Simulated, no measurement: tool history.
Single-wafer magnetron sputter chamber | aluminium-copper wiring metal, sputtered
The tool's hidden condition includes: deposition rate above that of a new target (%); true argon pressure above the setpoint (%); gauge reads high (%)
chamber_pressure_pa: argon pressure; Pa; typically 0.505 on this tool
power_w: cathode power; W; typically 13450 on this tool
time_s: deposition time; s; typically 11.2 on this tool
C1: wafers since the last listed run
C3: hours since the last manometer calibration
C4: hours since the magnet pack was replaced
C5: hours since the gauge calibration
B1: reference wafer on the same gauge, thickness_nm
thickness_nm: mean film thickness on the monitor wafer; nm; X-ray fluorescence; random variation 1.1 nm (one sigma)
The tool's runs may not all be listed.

Run 1, day 0: usual settings; C1 0; wafers on the sputter target 3939; C3 1667.6; C4 7686.7; C5 873.7; B1 302.338. Result: thickness_nm 250.313 nm.
Run 2, day 1.704: usual settings; C1 998; wafers on the sputter target 4938; C3 1708.5; C4 7727.6; C5 914.6; B1 301.862. Result: thickness_nm 247.006 nm.
At day 2.717: sputter target and shields replaced.
Run 3, day 4.479: usual settings; C1 1430; wafers on the sputter target 1031; C3 1775.1; C4 7794.2; C5 981.2; B1 301.855. Result: thickness_nm 257.241 nm.
Run 4, day 7.417: usual settings but power_w 12000 W, time_s 12 s; C1 1721; wafers on the sputter target 2753; C3 1845.6; C4 7864.7; C5 1051.7; B1 302.081. Result: thickness_nm 241.942 nm.
Run 5, day 9.138: usual settings but power_w 12000 W, time_s 12 s; C1 1008; wafers on the sputter target 3761; C3 1886.9; C4 7906; C5 1093; B1 302.078. Result: thickness_nm 238.434 nm.
Run 6, day 10.467: usual settings but power_w 10950 W, time_s 10.3 s; C1 778; wafers on the sputter target 4540; C3 1918.8; C4 7937.9; C5 1124.9; B1 302.164. Result: thickness_nm 185.098 nm.
At day 11.767: sputter target and shields replaced.
Run 7, day 13.179: usual settings but power_w 10950 W, time_s 10.3 s; C1 1394; wafers on the sputter target 828; C3 1983.9; C4 8003; C5 1190; B1 302.397. Result: thickness_nm 191.89 nm.
Run 8, day 14.3: usual settings; C1 656; wafers on the sputter target 1485; C3 2010.8; C4 8029.9; C5 1216.9; B1 302.148. Result: thickness_nm 255.024 nm.
Run 9, day 15.842: usual settings; C1 903; wafers on the sputter target 2388; C3 2047.8; C4 8066.9; C5 1253.9; B1 302.063. Result: thickness_nm 254.365 nm.
At day 16.412: gauge calibrated.
Run 10, day 18.45: usual settings; C1 1528; wafers on the sputter target 3917; C3 2110.4; C4 8129.5; C5 48.9; B1 301.828. Result: thickness_nm 248.457 nm.
Run 11, day 20.171: usual settings; C1 1008; wafers on the sputter target 4925; C3 2151.7; C4 8170.8; C5 90.2; B1 302.088. Result: thickness_nm 247.075 nm.
At day 21.796: magnet pack replaced.
Run 12, day 21.967: usual settings but time_s 9.6 s; C1 857; wafers on the sputter target 5782; C3 2194.8; C4 4.1; C5 133.3; B1 302.225. Result: thickness_nm 210.363 nm.
At day 22.738: sputter target and shields replaced.
Run 13, day 22.979: usual settings but time_s 9.6 s; C1 398; wafers on the sputter target 140; C3 2219.1; C4 28.4; C5 157.6; B1 301.955. Result: thickness_nm 219.911 nm.
Run 14, day 24.9: usual settings but chamber_pressure_pa 0.566 Pa, power_w 11350 W, time_s 12.2 s; C1 1125; wafers on the sputter target 1266; C3 2265.2; C4 74.5; C5 203.7; B1 302.064. Result: thickness_nm 224.935 nm.
At day 25.733: capacitance manometer re-zeroed and calibrated.
Run 15, day 27.467: usual settings but chamber_pressure_pa 0.665 Pa, power_w 11850 W; C1 1308; wafers on the sputter target 2575; C3 41.6; C4 136.1; C5 265.3; B1 302.2. Result: thickness_nm 196.54 nm.
Run 16, day 29.312: usual settings but power_w 12550 W; C1 1081; wafers on the sputter target 3657; C3 85.9; C4 180.4; C5 309.6; B1 302.406. Result: thickness_nm 232.154 nm.
Run 17, day 30.333: usual settings but power_w 11450 W, time_s 10.6 s; C1 598; wafers on the sputter target 4255; C3 110.4; C4 204.9; C5 334.1; B1 302.246. Result: thickness_nm 200.195 nm.
Run 18, day 31.767: usual settings but power_w 14450 W, time_s 10.3 s; C1 839; wafers on the sputter target 5095; C3 144.8; C4 239.3; C5 368.5; B1 302.268. Result: thickness_nm 244.926 nm.
At day 32.508: sputter target and shields replaced.
Run 19, day 33.467: usual settings; C1 800; wafers on the sputter target 561; C3 185.6; C4 280.1; C5 409.3; B1 302.248. Result: thickness_nm 255.525 nm.
Run 20, day 36.208: usual settings but chamber_pressure_pa 0.697 Pa, power_w 12350 W, time_s 11.9 s; C1 1606; wafers on the sputter target 2168; C3 251.4; C4 345.9; C5 475.1; B1 302.156. Result: thickness_nm 214.204 nm.
Run 21, day 38.983: usual settings; C1 1626; wafers on the sputter target 3794; C3 318; C4 412.5; C5 541.7; B1 302.172. Result: thickness_nm 247.788 nm.
At day 41.967: sputter target and shields replaced.
Run 22, day 41.988: usual settings but power_w 16550 W; C1 1565; wafers on the sputter target 11; C3 390.1; C4 484.6; C5 613.8; B1 301.82. Result: thickness_nm 315.422 nm.
Run 23, day 43.825: usual settings but chamber_pressure_pa 0.692 Pa, power_w 11950 W, time_s 10.1 s; C1 1076; wafers on the sputter target 1088; C3 434.2; C4 528.7; C5 657.9; B1 302.026. Result: thickness_nm 179.153 nm.
Run 24, day 46.071: usual settings; C1 1316; wafers on the sputter target 2404; C3 488.1; C4 582.6; C5 711.8; B1 302.162. Result: thickness_nm 253.317 nm.
Run 25, day 47.088: usual settings; C1 595; wafers on the sputter target 2999; C3 512.5; C4 607; C5 736.2; B1 302.113. Result: thickness_nm 250.319 nm.
Run 26, day 48.112: usual settings; C1 600; wafers on the sputter target 3600; C3 537.1; C4 631.6; C5 760.8; B1 302.083. Result: thickness_nm 251.285 nm.
Run 27, day 50.65: usual settings but chamber_pressure_pa 0.355 Pa, power_w 15850 W, time_s 10.1 s; C1 1487; wafers on the sputter target 5087; C3 598; C4 692.5; C5 821.7; B1 302.049. Result: thickness_nm 293.434 nm.

4 ways to go on from here, each from the tool as it stands after run 27. What would each give?
Run A, day 50.667: usual settings but power_w 14800 W; C1 9; wafers on the sputter target 5097; C3 598.4; C4 692.9; C5 822.1; B1 ?. Result: thickness_nm ?.
Run B, day 50.667: usual settings but chamber_pressure_pa 0.67 Pa, power_w 11500 W, time_s 12.2 s; C1 9; wafers on the sputter target 5097; C3 598.4; C4 692.9; C5 822.1; B1 ?. Result: thickness_nm ?.
Run C, day 50.667: usual settings but chamber_pressure_pa 0.686 Pa; C1 9; wafers on the sputter target 5097; C3 598.4; C4 692.9; C5 822.1; B1 ?. Result: thickness_nm ?.
Run D, day 50.667: usual settings but time_s 10.2 s; C1 9; wafers on the sputter target 5097; C3 598.4; C4 692.9; C5 822.1; B1 ?. Result: thickness_nm ?.

run       B1  thickness_nm
  A  301.985       270.996
  B  301.985       203.664
  C  301.985       216.236
  D  301.985       224.288
Without the tool's unlogged condition, the same runs would have read:
run  thickness_nm
  A       283.721
  B       213.228
  C       226.389
  D        234.82
